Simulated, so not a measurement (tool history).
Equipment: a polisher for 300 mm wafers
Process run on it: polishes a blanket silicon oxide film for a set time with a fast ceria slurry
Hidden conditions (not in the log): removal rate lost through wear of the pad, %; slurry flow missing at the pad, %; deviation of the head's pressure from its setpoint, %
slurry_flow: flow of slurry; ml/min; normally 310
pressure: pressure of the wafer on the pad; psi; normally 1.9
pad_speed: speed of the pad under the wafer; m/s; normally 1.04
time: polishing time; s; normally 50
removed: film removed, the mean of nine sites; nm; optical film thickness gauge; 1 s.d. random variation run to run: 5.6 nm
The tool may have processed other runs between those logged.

run     day  slurry_flow  pressure  pad_speed  time  wafers since the last listed run  wafers polished on this pad  hours since the slurry nozzle was cleaned  hours since the head pressure was calibrated  incoming thickness of the incoming film, nm  removed
  1   0.000          310       1.9       1.04    50                                 0                         2482                                      402.1                                         363.6                                       1593.2    589.4
  2   3.029          310       1.9       1.04    50                               891                         3373                                      474.8                                         436.3                                       1600.0    596.8
  3   5.433          310       1.9       1.18    50                               707                         4080                                      532.5                                         494.0                                       1617.2    677.2
  4   7.758          310       1.4       1.04    50                               683                         4764                                      588.3                                         549.8                                       1599.8    442.0
      8.029  -- slurry nozzle cleaned
      8.871  -- worn pad replaced by a new one
  5  10.100          310       1.9       1.04    50                               627                          361                                       49.7                                         606.0                                       1624.0    604.7
  6  13.567          310       1.9       1.04    50                              1019                         1381                                      132.9                                         689.2                                       1587.6    608.7
  7  16.462          310       1.9       1.04    50                               851                         2233                                      202.4                                         758.7                                       1612.4    614.8
  8  19.596          310       1.9       1.04    58                               921                         3155                                      277.6                                         833.9                                       1579.8    703.1
  9  22.312          310       1.9       1.04    58                               799                         3954                                      342.8                                         899.1                                       1586.9    717.7
 10  26.367          310       1.9       1.04    50                              1192                         5146                                      440.1                                         996.4                                       1618.6    608.3
     26.792  -- worn pad replaced by a new one
     27.575  -- slurry nozzle cleaned
 11  28.625          310       1.9       1.04    50                               603                          527                                       25.2                                        1050.6                                       1579.1    620.6
     29.404  -- head pressure recalibrated
 12  32.388          310       1.9       1.04    50                              1082                         1609                                      115.5                                          71.6                                       1599.6    570.4
 13  36.796          310       1.9       1.04    50                              1296                         2906                                      221.3                                         177.4                                       1587.5    578.7
 14  40.342          310       1.9       1.04    58                              1043                         3949                                      306.4                                         262.5                                       1557.6    692.4
     42.496  -- worn pad replaced by a new one
 15  44.238          310       1.2       1.04    57                              1096                          512                                      399.9                                         356.0                                       1584.9    435.6
 16  48.408          310       2.6       1.04    38                              1226                         1739                                      500.0                                         456.1                                       1606.3    626.7
     49.100  -- slurry nozzle cleaned
 17  52.288          310       1.9       1.04    50                              1128                         2868                                       76.5                                         549.2                                       1568.6    611.8
 18  53.825          310       2.1       1.26    67                               452                         3320                                      113.4                                         586.1                                       1560.0   1079.0
     59.200  -- worn pad replaced by a new one
 19  65.404          310       1.9       1.04    50                              3357                         1825                                      391.3                                         864.0                                       1584.5    613.1
 20  69.121          395       1.9       1.04    59                              1093                         2918                                      480.5                                         953.2                                       1568.7    742.7
     70.250  -- slurry nozzle cleaned
 21  72.375          380       1.9       1.26    50                               945                         3863                                       51.0                                        1031.3                                       1612.9    777.8
     74.925  -- worn pad replaced by a new one
 22  74.946          265       1.7       1.34    50                               707                            6                                      112.7                                        1093.0                                       1591.4    705.4
 23  77.229          310       1.9       1.04    50                               671                          678                                      167.5                                        1147.8                                       1591.1    623.9
 24  80.333          310       1.9       1.04    63                               913                         1591                                      242.0                                        1222.3                                       1571.9    772.8
     82.650  -- head pressure recalibrated
 25  85.533          310       1.9       1.04    50                              1505                         3096                                      366.8                                          69.2                                       1622.6    561.6
 26  88.525          310       1.3       1.04    50                               880                         3976                                      438.6                                         141.0                                       1588.1    384.5
 27  91.429          310       2.2       1.04    38                               854                         4830                                      508.3                                         210.7                                       1587.2    512.1

Forecast each of these 3 alternatives for the next run:
  A  91.446          310       1.9       1.04    50                                 4                         4835                                      508.7                                         211.1                                       1578.5        ?
  B  91.446          310       1.6       0.72    67                                 4                         4835                                      508.7                                         211.1                                       1578.5        ?
  C  91.446          355       1.9       0.80    50                                 4                         4835                                      508.7                                         211.1                                       1578.5        ?

run  removed
  A    581.6
  B    454.3
  C    451.2
What these runs would have given with no unlogged condition in the tool:
run  removed
  A    552.0
  B    431.2
  C    428.2
